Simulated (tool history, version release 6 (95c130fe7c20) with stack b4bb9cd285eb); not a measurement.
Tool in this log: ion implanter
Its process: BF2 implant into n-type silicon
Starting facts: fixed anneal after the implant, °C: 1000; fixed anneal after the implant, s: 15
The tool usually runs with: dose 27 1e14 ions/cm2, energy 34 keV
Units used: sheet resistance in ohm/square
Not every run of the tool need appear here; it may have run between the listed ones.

run,hour,dose,energy,wafers since the last listed run,hours since the last dose calibration,hours since the extraction supply was calibrated,hours since the gauge calibration,"read-back reference wafer on the same gauge, sheet resistance",sheet resistance
1,0,28.9,34,0,1577.3,3494.6,213,153.96,140.99
2,27,28.9,34,472,1604.3,3521.6,240,154.02,141.39
3,51.2,27,34,423,1628.5,3545.8,264.2,153.98,141.8
4,86.4,27,34,616,1663.7,3581,299.4,154,142.03
5,107,33.38,40.5,360,1684.3,3601.6,320,154.01,127.44
6,127.5,27,34,358,1704.8,3622.1,340.5,154.07,142.23
7,146.8,27,34,337,1724.1,3641.4,359.8,153.96,141.83
8,163.1,27,34,285,1740.4,3657.7,376.1,154.01,141.91
9,191.5,27,34,497,1768.8,3686.1,404.5,153.99,142.07
10,204.1,27,34,220,1781.4,3698.7,417.1,153.96,142.08
11,238.4,27,26,600,1815.7,3733,451.4,153.98,163.13
12,281.2,27,26,749,1858.5,3775.8,494.2,154.03,163.8
13,307.7,27,26,463,1885,3802.3,520.7,153.97,163.85
14,323.5,27,34,276,1900.8,3818.1,536.5,154.05,142.41
15,363.6,27,34,702,1940.9,3858.2,576.6,154,142.23
16,389.9,27,34,460,1967.2,3884.5,602.9,154.04,142.42
17,420.2,27,34,530,1997.5,3914.8,633.2,154.03,141.9
# hour 433.4: Faraday cup replaced and dose calibrated
18,433.9,21.54,39.5,99,0.5,3928.5,646.9,154,133.1
19,451.1,19.21,39.5,301,17.7,3945.7,664.1,154.03,134.86
20,553.9,22.88,45.5,1799,120.5,4048.5,766.9,153.95,122.37
21,584.8,24.85,22.5,541,151.4,4079.4,797.8,153.98,176.63
# hour 622: extraction supply calibrated
22,622.5,30.87,38,519,189.1,0.5,835.5,153.94,129.54
23,644.4,27,42.5,383,211,22.4,857.4,154.03,122
24,678.4,27,34,595,245,56.4,891.4,154.07,138.44
25,695.7,28.9,34,302,262.3,73.7,908.7,154.06,137.86
26,711.9,20.52,31,283,278.5,89.9,924.9,154.01,148.34
# hour 717.6: gauge calibrated
27,731.3,27,34,339,297.9,109.3,13.7,153.97,138.55
28,758.8,32.32,40.5,481,325.4,136.8,41.2,153.97,124.32
29,793.9,27,25.5,614,360.5,171.9,76.3,154.07,161.67
30,810.8,19.35,34,295,377.4,188.8,93.2,154.02,142.06
31,829,23.1,25,318,395.6,207,111.4,153.99,164.58
32,850.8,23.08,34,381,417.4,228.8,133.2,154.02,140.2
33,865.7,29.87,24,260,432.3,243.7,148.1,154.05,165.25
34,884.8,23.86,29.5,334,451.4,262.8,167.2,154,151.06
35,911.1,30.46,34,460,477.7,289.1,193.5,154,137.32
36,944,27,34,576,510.6,322,226.4,153.98,138.66
37,970.9,22.87,28,470,537.5,348.9,253.3,154,155.55
38,990.6,31.48,22.5,344,557.2,368.6,273,154.01,169.65

Take each entry between the runs: how does the hidden state at the last listed run before it differ from the hidden state at the first listed run after it?
Runs 17 to 18: Faraday cup replaced and dose calibrated (hour 433.4)
  deviation of the true energy from its setpoint, %: -4.3 -> -4.31
  the result without the hidden state subtracted from the measured one, sheet resistance: +3.34 -> +3.23 ohm/square
Runs 21 to 22: extraction supply calibrated (hour 622)
  deviation of the true energy from its setpoint, %: -4.48 -> 0.575
  the result without the hidden state subtracted from the measured one, sheet resistance: +3.93 -> -0.41 ohm/square
Runs 26 to 27: gauge calibrated (hour 717.6)
  deviation of the true energy from its setpoint, %: 0.477 -> 0.456
  the result without the hidden state subtracted from the measured one, sheet resistance: -0.38 -> -0.35 ohm/square
